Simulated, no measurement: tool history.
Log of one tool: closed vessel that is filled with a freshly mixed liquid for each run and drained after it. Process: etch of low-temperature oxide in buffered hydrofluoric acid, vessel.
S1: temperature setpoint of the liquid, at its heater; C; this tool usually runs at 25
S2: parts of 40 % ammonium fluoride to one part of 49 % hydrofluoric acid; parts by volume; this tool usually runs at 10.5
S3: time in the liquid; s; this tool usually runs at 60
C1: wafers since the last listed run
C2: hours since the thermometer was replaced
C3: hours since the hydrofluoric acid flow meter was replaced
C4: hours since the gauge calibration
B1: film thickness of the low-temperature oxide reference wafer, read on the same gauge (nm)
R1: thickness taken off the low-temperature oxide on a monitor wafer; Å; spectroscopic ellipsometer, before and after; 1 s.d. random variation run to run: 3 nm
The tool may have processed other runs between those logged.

| run | hour | S1 | S2 | S3 | C1 | C2 | C3 | C4 | B1 | R1 |
|---|---|---|---|---|---|---|---|---|---|---|
| 1 | 0 | 25 | 10.5 | 50 | 0 | 580.1 | 1649.4 | 416.9 | 139.97 | 2955.7 |
| 2 | 65.5 | 25 | 10.5 | 50 | 5481 | 645.6 | 1714.9 | 482.4 | 139.99 | 2929.6 |
| 3 | 134 | 25 | 10.5 | 50 | 5732 | 714.1 | 1783.4 | 550.9 | 139.96 | 2935.4 |
| 4 | 170.8 | 25 | 10.5 | 60 | 3079 | 750.9 | 1820.2 | 587.7 | 139.98 | 3437.7 |
| 5 | 236.7 | 25 | 10.5 | 60 | 5514 | 816.8 | 1886.1 | 653.6 | 140.03 | 3470.1 |
| 6 | 281.7 | 28 | 10.5 | 60 | 3765 | 861.8 | 1931.1 | 698.6 | 140.01 | 4185.9 |
| 7 | 390.7 | 25 | 9 | 60 | 9121 | 970.8 | 2040.1 | 807.6 | 140.04 | 3983.6 |
|  | 398 | gauge calibrated |
|  | 467.8 | hydrofluoric acid flow meter replaced |
| 8 | 600.7 | 25 | 10.5 | 60 | 17490 | 1180.8 | 132.9 | 202.7 | 140.02 | 3543.7 |
| 9 | 627.4 | 25 | 10.5 | 60 | 2234 | 1207.5 | 159.6 | 229.4 | 140.03 | 3511.7 |
| 10 | 685.4 | 25 | 10.5 | 60 | 4853 | 1265.5 | 217.6 | 287.4 | 140.03 | 3552.5 |
| 11 | 753.4 | 25 | 10.5 | 60 | 5690 | 1333.5 | 285.6 | 355.4 | 140 | 3506.3 |
| 12 | 790.8 | 25 | 8 | 45 | 3129 | 1370.9 | 323 | 392.8 | 139.97 | 3358.2 |
| 13 | 845.1 | 27.5 | 13 | 80 | 4544 | 1425.2 | 377.3 | 447.1 | 139.99 | 4345.6 |
|  | 913.4 | thermometer replaced |
| 14 | 1049.2 | 25 | 10.5 | 60 | 16996 | 135.8 | 581.4 | 651.2 | 140.01 | 3500.5 |
|  | 1071.4 | gauge calibrated |
| 15 | 1117.5 | 30 | 10.5 | 60 | 5715 | 204.1 | 649.7 | 46.1 | 140.03 | 4539.8 |
| 16 | 1186.1 | 20.5 | 10.5 | 60 | 5740 | 272.7 | 718.3 | 114.7 | 140.02 | 2769.7 |
| 17 | 1212 | 25 | 10.5 | 60 | 2167 | 298.6 | 744.2 | 140.6 | 139.97 | 3479.4 |

Estimate the outcome of run 18 from the log above:
| 18 | 1275.4 | 29 | 9 | 60 | 5305 | 362 | 807.6 | 204 | ? | ? |

B1: 140.03
R1: 4937.7 Å
Were there no unlogged condition in the tool, this run, its random variation unchanged, would have produced R1 4937.7 Å.
